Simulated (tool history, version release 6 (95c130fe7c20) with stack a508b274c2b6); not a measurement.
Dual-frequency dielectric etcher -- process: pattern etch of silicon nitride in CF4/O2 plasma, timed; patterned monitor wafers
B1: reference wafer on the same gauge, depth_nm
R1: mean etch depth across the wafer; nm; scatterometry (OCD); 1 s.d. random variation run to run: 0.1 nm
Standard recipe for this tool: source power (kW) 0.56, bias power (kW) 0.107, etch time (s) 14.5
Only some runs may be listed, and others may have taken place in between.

run 1 hour=0 | source_power_(kW)=0.56 bias_power_(kW)=0.092 etch_time_(s)=14.5 | B1=24.51 | R1=24.53
-- hour=102.6 gauge calibrated
run 2 hour=142.8 | source_power_(kW)=0.56 bias_power_(kW)=0.092 etch_time_(s)=14.5 | B1=24.57 | R1=24.43
run 3 hour=208.4 | source_power_(kW)=0.56 bias_power_(kW)=0.092 etch_time_(s)=14.5 | B1=24.5 | R1=24.61
-- hour=241.2 bias power generator calibrated
run 4 hour=251.9 | source_power_(kW)=0.56 bias_power_(kW)=0.114 etch_time_(s)=13.5 | B1=24.48 | R1=25.18
-- hour=315.3 upper electrode replaced
run 5 hour=315.8 | source_power_(kW)=0.56 bias_power_(kW)=0.107 etch_time_(s)=14.5 | B1=24.48 | R1=26.12
run 6 hour=350.4 | source_power_(kW)=0.56 bias_power_(kW)=0.107 etch_time_(s)=14.5 | B1=24.5 | R1=25.95
run 7 hour=390.4 | source_power_(kW)=0.56 bias_power_(kW)=0.107 etch_time_(s)=14.5 | B1=24.49 | R1=26.24
run 8 hour=418.5 | source_power_(kW)=0.56 bias_power_(kW)=0.131 etch_time_(s)=11.5 | B1=24.5 | R1=22.53
run 9 hour=464 | source_power_(kW)=0.56 bias_power_(kW)=0.107 etch_time_(s)=12.5 | B1=24.51 | R1=22.58
-- hour=479.4 gauge calibrated
-- hour=512.9 wet clean of the chamber
run 10 hour=520.5 | source_power_(kW)=0.69 bias_power_(kW)=0.107 etch_time_(s)=18.5 | B1=24.45 | R1=39.47
-- hour=570.5 source power generator calibrated
run 11 hour=587 | source_power_(kW)=0.66 bias_power_(kW)=0.125 etch_time_(s)=12.5 | B1=24.49 | R1=27.42
run 12 hour=654.3 | source_power_(kW)=0.56 bias_power_(kW)=0.107 etch_time_(s)=14.5 | B1=24.51 | R1=26.14
run 13 hour=689.1 | source_power_(kW)=0.63 bias_power_(kW)=0.13 etch_time_(s)=14.5 | B1=24.5 | R1=31.35
run 14 hour=726.3 | source_power_(kW)=0.56 bias_power_(kW)=0.107 etch_time_(s)=14.5 | B1=24.49 | R1=26.27

The tool's hidden state at each run:
etch rate over this chamber's usual, %: 0 on each run
source power that arrives over what is set, %: 0 on each run
bias power that arrives over what is set, %: 0 on each run
gauge reads high (%): 0 on each run
